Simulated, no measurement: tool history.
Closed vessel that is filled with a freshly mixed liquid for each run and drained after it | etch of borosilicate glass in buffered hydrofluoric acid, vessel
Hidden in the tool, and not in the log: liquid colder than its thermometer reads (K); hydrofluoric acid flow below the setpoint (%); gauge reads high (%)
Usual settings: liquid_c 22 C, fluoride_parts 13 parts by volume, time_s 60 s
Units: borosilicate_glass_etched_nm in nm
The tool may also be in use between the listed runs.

| run | day | liquid_c | fluoride_parts | time_s | wafers since the last listed run | hours since the thermometer was replaced | hours since the hydrofluoric acid flow meter was replaced | hours since the gauge calibration | read-back film thickness of the borosilicate glass reference wafer, read on the same gauge (nm) | borosilicate_glass_etched_nm |
|---|---|---|---|---|---|---|---|---|---|---|
| 1 | 0 | 22 | 13 | 60 | 0 | 1641.9 | 973.5 | 327.1 | 119.99 | 43.57 |
| 2 | 1.254 | 22 | 13 | 60 | 4397 | 1672 | 1003.6 | 357.2 | 119.95 | 43.3 |
| 3 | 1.796 | 20.5 | 13 | 60 | 1899 | 1685 | 1016.6 | 370.2 | 120 | 39.62 |
| 4 | 2.317 | 22 | 13 | 60 | 1826 | 1697.5 | 1029.1 | 382.7 | 120 | 43.13 |
| 5 | 3.317 | 22 | 13 | 60 | 3506 | 1721.5 | 1053.1 | 406.7 | 119.99 | 43.3 |
| 6 | 3.838 | 22 | 13 | 60 | 1826 | 1734 | 1065.6 | 419.2 | 120 | 43.15 |
| 7 | 4.95 | 22 | 13 | 60 | 3900 | 1760.7 | 1092.3 | 445.9 | 120.02 | 43.08 |
| 8 | 5.875 | 22 | 13 | 60 | 3243 | 1782.9 | 1114.5 | 468.1 | 119.98 | 43.1 |
| 9 | 6.796 | 18.5 | 13 | 60 | 3228 | 1805 | 1136.6 | 490.2 | 120 | 35.31 |
| 10 | 7.842 | 18.5 | 13 | 60 | 3666 | 1830.1 | 1161.7 | 515.3 | 120.05 | 35.22 |
| 11 | 8.588 | 18.5 | 13 | 60 | 2615 | 1848 | 1179.6 | 533.2 | 120.02 | 35.38 |
| 12 | 9.717 | 22 | 13 | 60 | 3959 | 1875.1 | 1206.7 | 560.3 | 119.95 | 42.91 |
| 13 | 10.525 | 22 | 13 | 60 | 2834 | 1894.5 | 1226.1 | 579.7 | 120 | 43.03 |
| 14 | 11.688 | 22 | 13 | 60 | 4075 | 1922.4 | 1254 | 607.6 | 120.04 | 42.72 |
| 15 | 12.842 | 22 | 13 | 60 | 4046 | 1950.1 | 1281.7 | 635.3 | 119.99 | 42.38 |
|  | 15.304 | gauge calibrated |
| 16 | 16.921 | 22 | 13 | 60 | 14302 | 2048 | 1379.6 | 38.8 | 120.06 | 42.27 |
| 17 | 17.733 | 19 | 9.5 | 80 | 2848 | 2067.5 | 1399.1 | 58.3 | 119.95 | 64.33 |
| 18 | 18.508 | 19.5 | 9.5 | 70 | 2717 | 2086.1 | 1417.7 | 76.9 | 120.02 | 57.36 |
| 19 | 19.475 | 22 | 8.5 | 60 | 3389 | 2109.3 | 1440.9 | 100.1 | 119.98 | 62.79 |
|  | 20.146 | hydrofluoric acid flow meter replaced |
| 20 | 20.458 | 22 | 13 | 70 | 3301 | 2132.9 | 7.5 | 123.7 | 120 | 48.85 |
|  | 21.212 | thermometer replaced |
| 21 | 21.358 | 25 | 10 | 60 | 3009 | 3.5 | 29.1 | 145.3 | 119.98 | 71.72 |
| 22 | 22.483 | 22 | 8.5 | 60 | 3944 | 30.5 | 56.1 | 172.3 | 120.01 | 69.95 |
| 23 | 23.375 | 22 | 13 | 60 | 3126 | 51.9 | 77.5 | 193.7 | 119.99 | 47.42 |
| 24 | 24.846 | 20 | 18 | 45 | 5157 | 87.2 | 112.8 | 229 | 119.98 | 22.93 |
| 25 | 25.729 | 22 | 13 | 60 | 3097 | 108.4 | 134 | 250.2 | 120 | 46.75 |
| 26 | 26.883 | 22 | 13 | 60 | 4046 | 136.1 | 161.7 | 277.9 | 120.01 | 47.02 |
| 27 | 27.717 | 22 | 13 | 60 | 2921 | 156.1 | 181.7 | 297.9 | 119.98 | 46.9 |
| 28 | 29.042 | 26.5 | 17.5 | 75 | 4645 | 187.9 | 213.5 | 329.7 | 120.01 | 55.65 |
| 29 | 30.3 | 25.5 | 13 | 60 | 4412 | 218.1 | 243.7 | 359.9 | 120.05 | 56.73 |
| 30 | 31.512 | 22 | 13 | 60 | 4251 | 247.2 | 272.8 | 389 | 120.03 | 46.79 |
| 31 | 32.862 | 22 | 13 | 60 | 4733 | 279.6 | 305.2 | 421.4 | 119.98 | 46.95 |
| 32 | 33.608 | 20.5 | 8.5 | 60 | 2615 | 297.5 | 323.1 | 439.3 | 119.98 | 63.34 |
| 33 | 34.317 | 22 | 13 | 30 | 2483 | 314.5 | 340.1 | 456.3 | 119.93 | 23.21 |
| 34 | 35.504 | 24.5 | 9.5 | 60 | 4163 | 343 | 368.6 | 484.8 | 119.98 | 71.45 |

How the hidden state differs across the entries between the runs, from the last listed run before each to the first after it:
Between runs 15 and 16: gauge calibrated (day 15.304)
  liquid colder than its thermometer reads (K): 1.99 -> 2.08
  measured less the result without the state, borosilicate_glass_etched_nm: -4.86 -> -5.08 nm
Between runs 19 and 20: hydrofluoric acid flow meter replaced (day 20.146)
  liquid colder than its thermometer reads (K): 2.13 -> 2.16
  measured less the result without the state, borosilicate_glass_etched_nm: -7.7 -> -6.12 nm
Between runs 20 and 21: thermometer replaced (day 21.212)
  liquid colder than its thermometer reads (K): 2.16 -> 0.122
  measured less the result without the state, borosilicate_glass_etched_nm: -6.12 -> -0.46 nm
